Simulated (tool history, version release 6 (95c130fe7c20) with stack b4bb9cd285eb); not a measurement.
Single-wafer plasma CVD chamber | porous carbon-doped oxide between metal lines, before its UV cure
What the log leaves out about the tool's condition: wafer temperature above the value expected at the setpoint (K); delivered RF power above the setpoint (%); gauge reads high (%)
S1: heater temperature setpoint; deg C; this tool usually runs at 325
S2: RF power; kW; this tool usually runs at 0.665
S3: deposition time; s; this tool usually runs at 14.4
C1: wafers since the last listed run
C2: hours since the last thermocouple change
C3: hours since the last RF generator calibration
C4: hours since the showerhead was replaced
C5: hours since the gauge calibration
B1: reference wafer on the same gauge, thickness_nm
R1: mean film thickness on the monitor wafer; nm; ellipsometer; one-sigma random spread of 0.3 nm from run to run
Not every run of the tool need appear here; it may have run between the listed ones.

| run | hour | S1 | S2 | S3 | C1 | C2 | C3 | C4 | C5 | B1 | R1 |
|---|---|---|---|---|---|---|---|---|---|---|---|
| 1 | 0.0 | 325 | 0.665 | 14.4 | 0 | 831.6 | 843.3 | 3917.4 | 267.6 | 99.448 | 90.657 |
| 2 | 17.6 | 330 | 0.665 | 14.4 | 344 | 849.2 | 860.9 | 3935.0 | 285.2 | 99.563 | 87.442 |
| 3 | 32.8 | 325 | 0.665 | 14.4 | 297 | 864.4 | 876.1 | 3950.2 | 300.4 | 99.532 | 90.122 |
| 4 | 41.7 | 325 | 0.665 | 14.4 | 174 | 873.3 | 885.0 | 3959.1 | 309.3 | 99.512 | 90.489 |
| 5 | 53.6 | 325 | 0.665 | 14.4 | 232 | 885.2 | 896.9 | 3971.0 | 321.2 | 99.465 | 90.157 |
| 6 | 63.0 | 325 | 0.665 | 14.4 | 184 | 894.6 | 906.3 | 3980.4 | 330.6 | 99.514 | 89.934 |
| 7 | 76.5 | 325 | 0.665 | 14.4 | 264 | 908.1 | 919.8 | 3993.9 | 344.1 | 99.505 | 89.897 |
| 8 | 88.6 | 325 | 0.665 | 14.4 | 236 | 920.2 | 931.9 | 4006.0 | 356.2 | 99.470 | 90.138 |
| 9 | 101.0 | 313 | 0.665 | 14.4 | 242 | 932.6 | 944.3 | 4018.4 | 368.6 | 99.492 | 96.593 |
| 10 | 116.2 | 313 | 0.665 | 14.4 | 297 | 947.8 | 959.5 | 4033.6 | 383.8 | 99.489 | 97.255 |
| 11 | 124.3 | 325 | 0.665 | 14.4 | 158 | 955.9 | 967.6 | 4041.7 | 391.9 | 99.520 | 90.480 |
|  | 153.0 | RF generator calibrated |
| 12 | 169.1 | 325 | 0.625 | 16.6 | 720 | 1000.7 | 16.1 | 4086.5 | 436.7 | 99.520 | 99.513 |
| 13 | 176.8 | 325 | 0.665 | 14.4 | 150 | 1008.4 | 23.8 | 4094.2 | 444.4 | 99.537 | 90.102 |
| 14 | 187.7 | 325 | 0.665 | 14.4 | 213 | 1019.3 | 34.7 | 4105.1 | 455.3 | 99.545 | 90.485 |
| 15 | 221.3 | 325 | 0.665 | 14.4 | 657 | 1052.9 | 68.3 | 4138.7 | 488.9 | 99.631 | 90.190 |
| 16 | 234.3 | 325 | 0.665 | 14.4 | 254 | 1065.9 | 81.3 | 4151.7 | 501.9 | 99.542 | 90.023 |
| 17 | 247.0 | 325 | 0.735 | 14.4 | 248 | 1078.6 | 94.0 | 4164.4 | 514.6 | 99.518 | 96.389 |
| 18 | 263.1 | 340 | 0.585 | 13.4 | 315 | 1094.7 | 110.1 | 4180.5 | 530.7 | 99.483 | 71.099 |
|  | 266.0 | gauge calibrated |
|  | 272.9 | thermocouple changed; heater temperature recalibrated |
|  | 276.5 | showerhead replaced |
| 19 | 277.2 | 339 | 0.750 | 13.6 | 49 | 4.3 | 124.2 | 0.7 | 11.2 | 99.480 | 86.384 |
| 20 | 304.9 | 325 | 0.665 | 14.4 | 542 | 32.0 | 151.9 | 28.4 | 38.9 | 99.554 | 90.283 |
| 21 | 320.4 | 325 | 0.665 | 14.4 | 303 | 47.5 | 167.4 | 43.9 | 54.4 | 99.546 | 90.615 |
| 22 | 332.3 | 335 | 0.730 | 17.1 | 232 | 59.4 | 179.3 | 55.8 | 66.3 | 99.503 | 107.823 |
| 23 | 338.7 | 332 | 0.790 | 12.9 | 125 | 65.8 | 185.7 | 62.2 | 72.7 | 99.514 | 88.601 |
| 24 | 354.2 | 325 | 0.665 | 14.4 | 303 | 81.3 | 201.2 | 77.7 | 88.2 | 99.471 | 90.479 |
| 25 | 367.1 | 325 | 0.790 | 13.6 | 252 | 94.2 | 214.1 | 90.6 | 101.1 | 99.495 | 96.501 |
| 26 | 405.4 | 325 | 0.665 | 16.6 | 749 | 132.5 | 252.4 | 128.9 | 139.4 | 99.564 | 104.190 |
| 27 | 412.4 | 325 | 0.665 | 14.4 | 137 | 139.5 | 259.4 | 135.9 | 146.4 | 99.483 | 90.594 |
| 28 | 423.0 | 331 | 0.710 | 12.3 | 207 | 150.1 | 270.0 | 146.5 | 157.0 | 99.589 | 78.523 |
| 29 | 432.2 | 325 | 0.555 | 14.4 | 180 | 159.3 | 279.2 | 155.7 | 166.2 | 99.438 | 79.046 |
| 30 | 446.4 | 316 | 0.665 | 14.4 | 278 | 173.5 | 293.4 | 169.9 | 180.4 | 99.514 | 95.040 |
| 31 | 454.9 | 316 | 0.665 | 14.4 | 166 | 182.0 | 301.9 | 178.4 | 188.9 | 99.578 | 94.956 |
| 32 | 470.1 | 325 | 0.665 | 14.4 | 297 | 197.2 | 317.1 | 193.6 | 204.1 | 99.430 | 89.877 |
| 33 | 476.5 | 331 | 0.545 | 13.4 | 125 | 203.6 | 323.5 | 200.0 | 210.5 | 99.473 | 70.549 |
| 34 | 491.5 | 312 | 0.665 | 13.0 | 293 | 218.6 | 338.5 | 215.0 | 225.5 | 99.589 | 88.079 |
| 35 | 500.8 | 325 | 0.665 | 14.4 | 182 | 227.9 | 347.8 | 224.3 | 234.8 | 99.531 | 89.963 |

Take each entry between the runs: how does the hidden state at the last listed run before it differ from the hidden state at the first listed run after it?
Between runs 11 and 12: RF generator calibrated (hour 153.0)
  no hidden state differs between the two runs
Between runs 18 and 19: gauge calibrated (hour 266.0); thermocouple changed; heater temperature recalibrated (hour 272.9); showerhead replaced (hour 276.5)
  no hidden state differs between the two runs
